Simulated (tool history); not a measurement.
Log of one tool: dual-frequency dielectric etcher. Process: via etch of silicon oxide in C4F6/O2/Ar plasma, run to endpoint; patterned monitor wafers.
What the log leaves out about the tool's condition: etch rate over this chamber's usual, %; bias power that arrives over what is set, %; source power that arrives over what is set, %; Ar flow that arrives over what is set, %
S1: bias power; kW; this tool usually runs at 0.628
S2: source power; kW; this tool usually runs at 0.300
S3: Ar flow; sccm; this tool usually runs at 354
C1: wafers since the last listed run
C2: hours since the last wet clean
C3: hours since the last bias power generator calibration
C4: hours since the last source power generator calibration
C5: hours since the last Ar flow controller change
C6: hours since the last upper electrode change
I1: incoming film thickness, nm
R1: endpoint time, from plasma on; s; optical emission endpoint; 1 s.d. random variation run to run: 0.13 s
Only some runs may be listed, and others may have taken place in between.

run    hour     S1     S2   S3    C1     C2      C3      C4      C5      C6     I1    R1
  1     0.0  0.628  0.280  354     0  407.9  1546.5  1586.3  2504.2  2011.0  162.9  42.9
  2    64.9  0.628  0.240  354   931  472.8  1611.4  1651.2  2569.1  2075.9  163.9  46.3
  3   104.0  0.628  0.240  354   561  511.9  1650.5  1690.3  2608.2  2115.0  162.7  46.0
  4   142.8  0.702  0.300  354   556  550.7  1689.3  1729.1  2647.0  2153.8  164.2  40.9
      178.2  -- wet clean of the chamber
      203.8  -- source power generator calibrated
  5   204.3  0.702  0.300  354   480   26.1  1750.8     0.5  2708.5  2215.3  164.8  39.9
  6   247.2  0.628  0.300  354   615   69.0  1793.7    43.4  2751.4  2258.2  162.3  41.1
  7   286.5  0.721  0.300  354   564  108.3  1833.0    82.7  2790.7  2297.5  162.3  39.2
  8   333.9  0.721  0.300  354   680  155.7  1880.4   130.1  2838.1  2344.9  164.0  39.8
  9   358.9  0.721  0.300  354   358  180.7  1905.4   155.1  2863.1  2369.9  162.7  39.7
 10   384.0  0.628  0.260  354   360  205.8  1930.5   180.2  2888.2  2395.0  163.0  44.0
 11   503.2  0.628  0.260  354  1711  325.0  2049.7   299.4  3007.4  2514.2  163.1  44.4
 12   554.7  0.724  0.300  354   739  376.5  2101.2   350.9  3058.9  2565.7  162.2  40.0
 13   611.1  0.628  0.250  354   809  432.9  2157.6   407.3  3115.3  2622.1  160.3  44.9
 14   650.0  0.534  0.330  303   558  471.8  2196.5   446.2  3154.2  2661.0  162.9  42.5
 15   702.2  0.496  0.380  404   749  524.0  2248.7   498.4  3206.4  2713.2  162.9  42.6
 16   787.8  0.628  0.300  406  1228  609.6  2334.3   584.0  3292.0  2798.8  163.7  43.8
      801.9  -- bias power generator calibrated
      826.0  -- wet clean of the chamber
      834.1  -- upper electrode replaced
 17   877.1  0.543  0.300  354   764   51.1    75.2   673.3  3381.3    43.0  163.4  42.6
 18   917.7  0.544  0.280  286   582   91.7   115.8   713.9  3421.9    83.6  164.8  43.5
 19  1012.7  0.628  0.300  354  1363  186.7   210.8   808.9  3516.9   178.6  162.1  40.8
     1062.9  -- Ar flow controller replaced
 20  1063.4  0.682  0.240  354   641  237.4   261.5   859.6     0.5   229.3  160.7  43.1
 21  1096.6  0.628  0.300  354   476  270.6   294.7   892.8    33.7   262.5  163.2  41.3
 22  1146.2  0.628  0.300  354   712  320.2   344.3   942.4    83.3   312.1  163.3  41.7
 23  1196.8  0.628  0.240  354   726  370.8   394.9   993.0   133.9   362.7  163.1  45.7
 24  1224.7  0.628  0.360  423   400  398.7   422.8  1020.9   161.8   390.6  162.1  39.2
 25  1261.6  0.543  0.300  354   529  435.6   459.7  1057.8   198.7   427.5  162.0  43.4
 26  1332.3  0.727  0.260  415  1014  506.3   530.4  1128.5   269.4   498.2  162.8  43.0
     1382.2  -- wet clean of the chamber
 27  1382.7  0.628  0.300  354   378    0.5   580.8  1178.9   319.8   548.6  163.5  41.1
 28  1407.6  0.734  0.250  417   357   25.4   605.7  1203.8   344.7   573.5  162.3  42.5
 29  1441.9  0.770  0.300  302   492   59.7   640.0  1238.1   379.0   607.8  163.3  37.7

Below, some changes in R1 between adjacent runs. For each, the amount present without the hidden state too (settings, incoming material, random variation) and the amount remaining for the hidden state with gauge scatter not shared by both compared results:
Run 3 -> 4: S1 0.628 -> 0.702, S2 0.240 -> 0.300. R1 -5.1 s: hidden state -0.1, all else -5.0.
Run 4 -> 5: wet clean of the chamber, source power generator calibrated. R1 -1.0 s: hidden state -1.3, all else +0.3.
Run 16 -> 17: S1 0.628 -> 0.543, S3 406 -> 354, bias power generator calibrated, wet clean of the chamber, upper electrode replaced. R1 -1.2 s: hidden state -2.4, all else +1.2.
Run 23 -> 24: S2 0.240 -> 0.360, S3 354 -> 423. R1 -6.5 s: hidden state +0.0, all else -6.5.
